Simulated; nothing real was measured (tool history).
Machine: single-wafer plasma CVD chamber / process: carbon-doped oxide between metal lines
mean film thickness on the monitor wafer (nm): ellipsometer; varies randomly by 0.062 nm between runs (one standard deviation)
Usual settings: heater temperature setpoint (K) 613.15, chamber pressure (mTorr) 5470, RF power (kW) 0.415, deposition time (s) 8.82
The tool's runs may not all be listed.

run	hour	heater temperature setpoint (K)	chamber pressure (mTorr)	RF power (kW)	deposition time (s)	wafers since the last listed run	hours since the last thermocouple change	hours since the last RF generator calibration	hours since the last manometer calibration	hours since the showerhead was replaced	hours since the gauge calibration	read-back reference wafer on the same gauge, thickness_nm	mean film thickness on the monitor wafer (nm)
1	0.0	613.15	5470	0.415	8.82	0	2437.7	2536.3	1531.7	5577.6	79.2	45.991	38.792
2	16.4	613.15	5470	0.415	8.82	758	2454.1	2552.7	1548.1	5594.0	95.6	46.006	38.818
3	30.1	613.15	5470	0.415	8.82	633	2467.8	2566.4	1561.8	5607.7	109.3	46.022	38.792
4	42.1	620.15	5470	0.415	8.82	555	2479.8	2578.4	1573.8	5619.7	121.3	45.975	38.044
5	54.9	613.15	5470	0.415	9.85	592	2492.6	2591.2	1586.6	5632.5	134.1	46.027	43.201
6	72.7	613.15	5470	0.415	9.44	823	2510.4	2609.0	1604.4	5650.3	151.9	46.003	41.260
7	90.3	613.15	5470	0.415	9.44	814	2528.0	2626.6	1622.0	5667.9	169.5	45.992	41.403
# hour 99.9: thermocouple changed; heater temperature recalibrated
8	100.4	618.15	5470	0.415	8.82	97	0.5	2636.7	1632.1	5678.0	179.6	45.995	38.118
9	112.0	613.15	5470	0.415	8.82	536	12.1	2648.3	1643.7	5689.6	191.2	45.969	38.659
10	126.8	603.15	6420	0.380	7.15	684	26.9	2663.1	1658.5	5704.4	206.0	46.016	30.671
11	135.8	613.15	5470	0.415	8.82	416	35.9	2672.1	1667.5	5713.4	215.0	45.977	38.473
12	146.5	613.15	5470	0.415	8.82	495	46.6	2682.8	1678.2	5724.1	225.7	45.992	38.516
# hour 154.8: RF generator calibrated
13	160.2	607.15	5470	0.345	8.82	263	60.3	5.4	1691.9	5737.8	239.4	46.002	36.352
# hour 169.5: gauge calibrated
# hour 174.1: capacitance manometer re-zeroed and calibrated
# hour 188.5: showerhead replaced
14	195.4	600.15	5470	0.465	7.38	888	95.5	40.6	21.3	6.9	25.9	45.987	39.267
15	211.4	613.15	5470	0.415	8.82	740	111.5	56.6	37.3	22.9	41.9	45.980	41.345
16	221.7	608.15	6760	0.475	10.53	476	121.8	66.9	47.6	33.2	52.2	45.986	56.092
17	238.6	613.15	6660	0.415	8.82	782	138.7	83.8	64.5	50.1	69.1	46.041	41.882
18	256.5	613.15	5470	0.415	7.37	828	156.6	101.7	82.4	68.0	87.0	45.965	34.596
19	272.9	613.15	5470	0.415	8.82	758	173.0	118.1	98.8	84.4	103.4	45.983	41.275

3 ways to go on from here, each from the tool as it stands after run 19. What would each give?
A	273.3	613.15	5470	0.415	8.82	18	173.4	118.5	99.2	84.8	103.8	?	?
B	273.3	621.15	5470	0.365	8.82	18	173.4	118.5	99.2	84.8	103.8	?	?
C	273.3	623.15	5470	0.415	8.37	18	173.4	118.5	99.2	84.8	103.8	?	?

run	read-back reference wafer on the same gauge, thickness_nm	mean film thickness on the monitor wafer (nm)
A	46.020	41.273
B	46.020	36.527
C	46.020	38.121
Had the tool no hidden state, the same runs would have come out as:
run	mean film thickness on the monitor wafer (nm)
A	41.625
B	36.851
C	38.446
